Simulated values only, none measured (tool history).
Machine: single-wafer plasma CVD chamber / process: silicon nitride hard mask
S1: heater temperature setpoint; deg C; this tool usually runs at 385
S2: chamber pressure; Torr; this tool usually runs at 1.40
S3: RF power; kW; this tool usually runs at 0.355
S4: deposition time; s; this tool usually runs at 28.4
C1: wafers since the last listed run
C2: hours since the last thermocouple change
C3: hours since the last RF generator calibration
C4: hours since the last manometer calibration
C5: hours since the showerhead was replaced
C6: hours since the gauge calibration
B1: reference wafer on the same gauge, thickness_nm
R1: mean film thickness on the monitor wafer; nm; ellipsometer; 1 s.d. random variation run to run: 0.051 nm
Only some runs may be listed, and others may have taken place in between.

| run | hour | S1 | S2 | S3 | S4 | C1 | C2 | C3 | C4 | C5 | C6 | B1 | R1 |
|---|---|---|---|---|---|---|---|---|---|---|---|---|---|
| 1 | 0.0 | 385 | 1.40 | 0.355 | 28.4 | 0 | 1099.3 | 2450.2 | 2056.0 | 5509.5 | 253.4 | 38.710 | 33.021 |
| 2 | 14.6 | 385 | 1.40 | 0.355 | 28.4 | 448 | 1113.9 | 2464.8 | 2070.6 | 5524.1 | 268.0 | 38.687 | 33.045 |
| 3 | 24.9 | 385 | 1.40 | 0.355 | 28.4 | 316 | 1124.2 | 2475.1 | 2080.9 | 5534.4 | 278.3 | 38.697 | 33.116 |
| 4 | 32.5 | 390 | 1.40 | 0.355 | 28.4 | 233 | 1131.8 | 2482.7 | 2088.5 | 5542.0 | 285.9 | 38.689 | 32.959 |
| 5 | 46.9 | 390 | 1.40 | 0.355 | 28.4 | 442 | 1146.2 | 2497.1 | 2102.9 | 5556.4 | 300.3 | 38.690 | 32.938 |
| 6 | 63.5 | 390 | 1.40 | 0.355 | 28.4 | 510 | 1162.8 | 2513.7 | 2119.5 | 5573.0 | 316.9 | 38.706 | 32.888 |
| 7 | 77.0 | 391 | 1.40 | 0.355 | 28.4 | 414 | 1176.3 | 2527.2 | 2133.0 | 5586.5 | 330.4 | 38.686 | 32.886 |
| 8 | 87.7 | 394 | 1.40 | 0.400 | 28.4 | 328 | 1187.0 | 2537.9 | 2143.7 | 5597.2 | 341.1 | 38.694 | 34.681 |
|  | 100.8 | gauge calibrated |
| 9 | 105.0 | 394 | 1.40 | 0.400 | 28.4 | 531 | 1204.3 | 2555.2 | 2161.0 | 5614.5 | 4.2 | 38.686 | 34.672 |
| 10 | 121.5 | 385 | 1.40 | 0.355 | 28.4 | 507 | 1220.8 | 2571.7 | 2177.5 | 5631.0 | 20.7 | 38.694 | 33.059 |
| 11 | 131.3 | 388 | 1.40 | 0.355 | 28.4 | 301 | 1230.6 | 2581.5 | 2187.3 | 5640.8 | 30.5 | 38.677 | 33.000 |
| 12 | 140.9 | 371 | 1.16 | 0.405 | 24.6 | 294 | 1240.2 | 2591.1 | 2196.9 | 5650.4 | 40.1 | 38.703 | 29.193 |
| 13 | 150.8 | 385 | 1.40 | 0.355 | 28.4 | 304 | 1250.1 | 2601.0 | 2206.8 | 5660.3 | 50.0 | 38.676 | 32.957 |
|  | 165.4 | thermocouple changed; heater temperature recalibrated |
| 14 | 186.6 | 385 | 1.40 | 0.355 | 28.4 | 854 | 21.2 | 2636.8 | 2242.6 | 5696.1 | 85.8 | 38.718 | 33.000 |
| 15 | 203.4 | 385 | 1.71 | 0.395 | 28.4 | 516 | 38.0 | 2653.6 | 2259.4 | 5712.9 | 102.6 | 38.708 | 36.338 |
|  | 215.2 | capacitance manometer re-zeroed and calibrated |
|  | 219.2 | RF generator calibrated |
| 16 | 223.6 | 385 | 1.56 | 0.355 | 28.4 | 252 | 58.2 | 4.4 | 8.4 | 5733.1 | 122.8 | 38.700 | 34.871 |
|  | 235.4 | showerhead replaced |
| 17 | 241.5 | 385 | 1.50 | 0.355 | 33.1 | 304 | 76.1 | 22.3 | 26.3 | 6.1 | 140.7 | 38.709 | 40.263 |
| 18 | 285.5 | 392 | 1.30 | 0.425 | 24.9 | 1352 | 120.1 | 66.3 | 70.3 | 50.1 | 184.7 | 38.702 | 31.499 |
| 19 | 301.0 | 397 | 1.30 | 0.410 | 31.9 | 476 | 135.6 | 81.8 | 85.8 | 65.6 | 200.2 | 38.715 | 39.593 |
| 20 | 308.8 | 385 | 1.40 | 0.355 | 28.4 | 239 | 143.4 | 89.6 | 93.6 | 73.4 | 208.0 | 38.670 | 33.833 |
| 21 | 318.6 | 385 | 1.40 | 0.355 | 28.4 | 301 | 153.2 | 99.4 | 103.4 | 83.2 | 217.8 | 38.700 | 33.839 |
| 22 | 336.0 | 390 | 1.09 | 0.420 | 26.9 | 534 | 170.6 | 116.8 | 120.8 | 100.6 | 235.2 | 38.694 | 32.497 |
| 23 | 349.9 | 385 | 1.06 | 0.315 | 24.6 | 427 | 184.5 | 130.7 | 134.7 | 114.5 | 249.1 | 38.696 | 25.925 |
| 24 | 376.5 | 372 | 1.40 | 0.355 | 28.4 | 817 | 211.1 | 157.3 | 161.3 | 141.1 | 275.7 | 38.721 | 34.002 |
| 25 | 389.8 | 385 | 1.16 | 0.300 | 28.4 | 408 | 224.4 | 170.6 | 174.6 | 154.4 | 289.0 | 38.719 | 29.996 |
| 26 | 405.7 | 392 | 1.22 | 0.420 | 22.7 | 488 | 240.3 | 186.5 | 190.5 | 170.3 | 304.9 | 38.699 | 28.004 |
| 27 | 414.9 | 385 | 1.68 | 0.355 | 26.2 | 282 | 249.5 | 195.7 | 199.7 | 179.5 | 314.1 | 38.699 | 32.499 |
| 28 | 421.1 | 385 | 1.40 | 0.355 | 28.4 | 190 | 255.7 | 201.9 | 205.9 | 185.7 | 320.3 | 38.708 | 33.751 |

What the log doesn't show, run by run:
wafer temperature above the value expected at the setpoint (K): 0 in every run
true pressure above the setpoint (%): 0 in every run
gauge reads high (%): 0 in every run
H1: delivered RF power above the setpoint (%)
| run | H1 |
|---|---|
| 1 | -6.87 |
| 2 | -6.88 |
| 3 | -6.88 |
| 4 | -6.89 |
| 5 | -6.89 |
| 6 | -6.9 |
| 7 | -6.9 |
| 8 | -6.91 |
| 9 | -6.92 |
| 10 | -6.92 |
| 11 | -6.92 |
| 12 | -6.93 |
| 13 | -6.93 |
| 14 | -6.94 |
| 15 | -6.95 |
| 16 | -0.813 |
| 17 | -0.955 |
| 18 | -1.29 |
| 19 | -1.41 |
| 20 | -1.46 |
| 21 | -1.53 |
| 22 | -1.66 |
| 23 | -1.75 |
| 24 | -1.93 |
| 25 | -2.02 |
| 26 | -2.13 |
| 27 | -2.19 |
| 28 | -2.23 |
